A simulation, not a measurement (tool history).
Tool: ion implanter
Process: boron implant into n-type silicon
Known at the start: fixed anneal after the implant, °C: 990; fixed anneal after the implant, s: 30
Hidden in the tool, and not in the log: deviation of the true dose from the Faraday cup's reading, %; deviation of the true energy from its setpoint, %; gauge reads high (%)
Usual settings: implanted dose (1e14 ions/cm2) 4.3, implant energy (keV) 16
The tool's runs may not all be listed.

run   hour  implanted dose (1e14 ions/cm2)  implant energy (keV)  wafers since the last listed run  hours since the last dose calibration  hours since the extraction supply was calibrated  hours since the gauge calibration  read-back reference wafer on the same gauge, sheet resistance  sheet resistance of the implanted and annealed layer (ohm/square)
  1      0                            3.92                    16                                 0                                 1454.8                                            5083.5                              579.2                                                         256.14                                                             305.22
  2   65.2                            3.92                    16                              1388                                   1520                                            5148.7                              644.4                                                         255.93                                                             306.82
  3  137.4                            3.92                    16                              1538                                 1592.2                                            5220.9                              716.6                                                         255.95                                                              309.7
  4  215.2                             4.3                    16                              1657                                   1670                                            5298.7                              794.4                                                         255.91                                                             284.47
  5  253.7                            4.77                    16                               820                                 1708.5                                            5337.2                              832.9                                                         255.96                                                             263.79
  6  342.9                            4.77                    16                              1900                                 1797.7                                            5426.4                              922.1                                                         255.87                                                             264.37
       380  -- Faraday cup replaced and dose calibrated
  7  450.6                            4.77                    16                              2123                                   70.6                                            5534.1                             1029.8                                                         255.97                                                             258.41
  8  520.1                             4.3                  13.5                              1480                                  140.1                                            5603.6                             1099.3                                                         256.01                                                             284.09
  9  558.7                            3.95                  11.5                               822                                  178.7                                            5642.2                             1137.9                                                         255.83                                                             308.83
 10  616.8                            3.37                    20                              1237                                  236.8                                            5700.3                               1196                                                         255.93                                                             332.16
     618.2  -- gauge calibrated
 11  709.8                            3.96                  17.5                              1981                                  329.8                                            5793.3                               91.6                                                         256.01                                                             295.83
     720.5  -- extraction supply calibrated
 12  755.7                            3.93                    13                               807                                  375.7                                              35.2                              137.5                                                         256.11                                                             305.52
 13    830                            3.44                    14                              1582                                    450                                             109.5                              211.8                                                         255.86                                                             338.28

Forecast run 14:
 14  923.1                             4.3                    16                              1983                                  543.1                                             202.6                              304.9                                                              ?                                                                  ?

{"run 14": {"read-back reference wafer on the same gauge, sheet resistance": 255.68, "sheet resistance of the implanted and annealed layer (ohm/square)": 281.54}}
Without the tool's hidden state the same run would have given sheet resistance of the implanted and annealed layer (ohm/square) 280.54.
